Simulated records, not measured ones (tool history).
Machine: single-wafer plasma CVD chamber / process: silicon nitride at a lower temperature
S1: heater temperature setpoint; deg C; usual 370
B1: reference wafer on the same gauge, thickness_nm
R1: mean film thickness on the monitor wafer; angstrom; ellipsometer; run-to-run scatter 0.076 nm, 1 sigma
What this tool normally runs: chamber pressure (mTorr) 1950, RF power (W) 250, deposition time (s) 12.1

Run 1, hour 0.0: usual settings; B1 13.469. Result: R1 129.05 angstrom.
Run 2, hour 78.5: usual settings; B1 13.509. Result: R1 129.54 angstrom.
Run 3, hour 157.7: usual settings; B1 13.526. Result: R1 129.49 angstrom.
Run 4, hour 260.5: usual settings; B1 13.552. Result: R1 129.42 angstrom.
Run 5, hour 367.7: usual settings; B1 13.522. Result: R1 129.15 angstrom.
Run 6, hour 473.4: usual settings; B1 13.573. Result: R1 131.76 angstrom.
At hour 498.6: RF generator calibrated.
Run 7, hour 512.0: usual settings; B1 13.564. Result: R1 129.92 angstrom.
Run 8, hour 592.0: usual settings; B1 13.557. Result: R1 130.34 angstrom.
At hour 686.3: capacitance manometer re-zeroed and calibrated.
Run 9, hour 698.5: usual settings but S1 360 deg C; B1 13.613. Result: R1 132.00 angstrom.
Run 10, hour 786.4: usual settings but S1 360 deg C; B1 13.623. Result: R1 132.25 angstrom.
Run 11, hour 829.6: usual settings; B1 13.663. Result: R1 132.18 angstrom.
Run 12, hour 884.9: usual settings but chamber pressure (mTorr) 1620, RF power (W) 265; B1 13.638. Result: R1 131.83 angstrom.
Run 13, hour 922.5: usual settings but S1 379 deg C, chamber pressure (mTorr) 2210, RF power (W) 285, deposition time (s) 13.6; B1 13.693. Result: R1 167.35 angstrom.
Run 14, hour 968.9: usual settings; B1 13.659. Result: R1 131.16 angstrom.
At hour 969.3: gauge calibrated.
At hour 1046.3: thermocouple changed; heater temperature recalibrated.
Run 15, hour 1060.1: usual settings but S1 361 deg C, chamber pressure (mTorr) 1710, RF power (W) 235, deposition time (s) 10.1; B1 13.288. Result: R1 99.91 angstrom.
Run 16, hour 1148.5: usual settings; B1 13.313. Result: R1 127.94 angstrom.
Run 17, hour 1190.4: usual settings but S1 378 deg C; B1 13.330. Result: R1 127.72 angstrom.
At hour 1209.2: showerhead replaced.
Run 18, hour 1233.2: usual settings; B1 13.316. Result: R1 128.52 angstrom.
Run 19, hour 1286.7: usual settings but chamber pressure (mTorr) 1530, deposition time (s) 14.2; B1 13.333. Result: R1 143.38 angstrom.
Run 20, hour 1342.0: usual settings; B1 13.389. Result: R1 127.97 angstrom.
Run 21, hour 1422.8: usual settings but S1 379 deg C, chamber pressure (mTorr) 1790, RF power (W) 225, deposition time (s) 13.9; B1 13.388. Result: R1 132.85 angstrom.
Run 22, hour 1497.8: usual settings but RF power (W) 205, deposition time (s) 13.4; B1 13.380. Result: R1 121.88 angstrom.
Run 23, hour 1578.0: usual settings but deposition time (s) 12.8; B1 13.414. Result: R1 135.71 angstrom.

How would selected steps in R1 from run to run divide? Give the signed amount a tool lacking its hidden state would still show from settings, what came in and random variation, and the signed amount left for the hidden state, including any gauge scatter that is not in both of the compared results.
Hidden conditions of the tool in this case: wafer temperature above the value expected at the setpoint (K); delivered RF power above the setpoint (%); true pressure above the setpoint (%); gauge reads high (%).
Run 12 -> 13: S1 370 -> 379, chamber pressure (mTorr) 1620 -> 2210, RF power (W) 265 -> 285, deposition time (s) 12.1 -> 13.6. R1 +35.52 angstrom: hidden state +1.01, all else +34.51.
Run 13 -> 14: S1 379 -> 370, chamber pressure (mTorr) 2210 -> 1950, RF power (W) 285 -> 250, deposition time (s) 13.6 -> 12.1. R1 -36.19 angstrom: hidden state -0.86, all else -35.33.
Run 14 -> 15: S1 370 -> 361, chamber pressure (mTorr) 1950 -> 1710, RF power (W) 250 -> 235, deposition time (s) 12.1 -> 10.1, gauge calibrated, thermocouple changed; heater temperature recalibrated. R1 -31.25 angstrom: hidden state -3.53, all else -27.72.
